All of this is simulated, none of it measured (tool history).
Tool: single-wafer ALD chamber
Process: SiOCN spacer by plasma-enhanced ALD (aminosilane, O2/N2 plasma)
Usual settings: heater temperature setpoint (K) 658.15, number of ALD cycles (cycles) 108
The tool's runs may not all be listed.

run	hour	heater temperature setpoint (K)	number of ALD cycles (cycles)	read-back reference wafer on the same gauge, thickness_nm	mean film thickness on the monitor wafer (angstrom)
1	0.0	658.15	121	6.166	73.47
2	33.7	658.15	121	6.172	73.66
3	69.5	658.15	121	6.170	73.58
4	90.3	658.15	108	6.165	65.66
5	113.3	658.15	108	6.152	65.84
6	134.8	646.15	93	6.159	56.67
7	147.6	658.15	108	6.159	65.30
8	167.7	658.15	108	6.154	65.62
9	181.2	658.15	108	6.154	65.61
10	213.1	658.15	108	6.152	65.38
11	247.3	658.15	114	6.152	68.97
12	261.8	658.15	114	6.147	69.12
13	286.8	658.15	114	6.145	69.21
14	319.3	658.15	108	6.149	65.64
15	334.9	654.15	108	6.142	65.13
16	358.7	654.15	108	6.142	65.68
17	376.7	654.15	108	6.136	65.49
18	410.4	658.15	108	6.134	65.38
19	428.2	668.15	99	6.133	60.19
20	450.4	668.15	99	6.133	59.87
# hour 520.4: gauge calibrated
21	522.6	649.15	108	6.252	66.85
22	537.9	663.15	100	6.252	61.81
23	567.3	658.15	108	6.255	66.60
24	581.2	662.15	102	6.249	63.15
25	614.8	644.15	115	6.245	71.01
26	641.7	647.15	100	6.243	61.56
27	676.3	664.15	108	6.239	66.47
28	704.8	658.15	108	6.245	66.30
# hour 718.7: thermocouple changed; heater temperature recalibrated
29	719.2	658.15	108	6.238	66.38
30	738.5	658.15	89	6.236	54.70
31	764.2	663.15	102	6.237	62.93
32	786.6	666.15	115	6.225	70.96
33	800.1	670.15	120	6.231	73.98
34	880.1	658.15	91	6.224	55.94
35	898.3	663.15	129	6.224	79.21
36	929.3	658.15	108	6.221	66.27
37	956.6	664.15	99	6.211	60.95
38	977.2	644.15	108	6.211	66.30
39	1020.5	654.15	129	6.219	79.21
40	1033.7	662.15	102	6.212	62.58
41	1051.0	653.15	115	6.205	70.40
42	1065.8	665.15	108	6.206	66.23
43	1080.4	658.15	129	6.206	79.24

Hidden state or all else? Some run-to-run changes of mean film thickness on the monitor wafer (angstrom), split into what the settings, what came in and random variation would give without the hidden state, and what is left for the hidden state (with any gauge scatter that isn't in both results):
The hidden state here: wafer temperature above the value expected at the setpoint (K); gauge reads high (%).
Run 5 -> 6: heater temperature setpoint (K) 658.15 -> 646.15, number of ALD cycles (cycles) 108 -> 93. mean film thickness on the monitor wafer (angstrom) -9.17: hidden state +0.12, all else -9.29.
Run 6 -> 7: heater temperature setpoint (K) 646.15 -> 658.15, number of ALD cycles (cycles) 93 -> 108. mean film thickness on the monitor wafer (angstrom) +8.63: hidden state -0.14, all else +8.77.
Run 20 -> 21: heater temperature setpoint (K) 668.15 -> 649.15, number of ALD cycles (cycles) 99 -> 108, gauge calibrated. mean film thickness on the monitor wafer (angstrom) +6.98: hidden state +1.20, all else +5.78.
Run 33 -> 34: heater temperature setpoint (K) 670.15 -> 658.15, number of ALD cycles (cycles) 120 -> 91. mean film thickness on the monitor wafer (angstrom) -18.04: hidden state -0.01, all else -18.03.
Run 34 -> 35: heater temperature setpoint (K) 658.15 -> 663.15, number of ALD cycles (cycles) 91 -> 129. mean film thickness on the monitor wafer (angstrom) +23.27: hidden state -0.11, all else +23.38.
Run 39 -> 40: heater temperature setpoint (K) 654.15 -> 662.15, number of ALD cycles (cycles) 129 -> 102. mean film thickness on the monitor wafer (angstrom) -16.63: hidden state +0.08, all else -16.71.
